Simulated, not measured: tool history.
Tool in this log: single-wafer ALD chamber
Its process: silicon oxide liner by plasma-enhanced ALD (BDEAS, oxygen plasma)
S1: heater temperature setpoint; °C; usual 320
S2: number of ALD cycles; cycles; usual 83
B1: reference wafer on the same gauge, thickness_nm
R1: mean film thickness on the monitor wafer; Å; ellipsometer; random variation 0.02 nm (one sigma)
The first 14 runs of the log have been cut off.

| run | day | S1 | S2 | B1 | R1 |
|---|---|---|---|---|---|
| 15 | 30.954 | 320 | 83 | 7.216 | 77.38 |
| 16 | 32.212 | 320 | 83 | 7.216 | 77.27 |
| 17 | 34.904 | 320 | 83 | 7.220 | 77.09 |
| 18 | 36.754 | 320 | 83 | 7.215 | 77.68 |
| 19 | 38.746 | 320 | 83 | 7.215 | 77.31 |
| 20 | 39.808 | 320 | 83 | 7.213 | 77.46 |
| 21 | 41.200 | 328 | 99 | 7.212 | 91.17 |
| 22 | 42.246 | 328 | 90 | 7.212 | 82.79 |
|  | 42.950 | gauge calibrated |
| 23 | 44.271 | 320 | 90 | 7.392 | 85.93 |
| 24 | 45.746 | 315 | 98 | 7.386 | 94.41 |
| 25 | 48.233 | 320 | 83 | 7.372 | 78.84 |
| 26 | 51.133 | 327 | 99 | 7.352 | 93.10 |

Estimate the outcome of run 27 from the log above:
| 27 | 52.221 | 314 | 93 | ? | ? |

B1: 7.351
R1: 88.96 Å
With no hidden state in the tool, this same run would have given R1 89.60 Å.

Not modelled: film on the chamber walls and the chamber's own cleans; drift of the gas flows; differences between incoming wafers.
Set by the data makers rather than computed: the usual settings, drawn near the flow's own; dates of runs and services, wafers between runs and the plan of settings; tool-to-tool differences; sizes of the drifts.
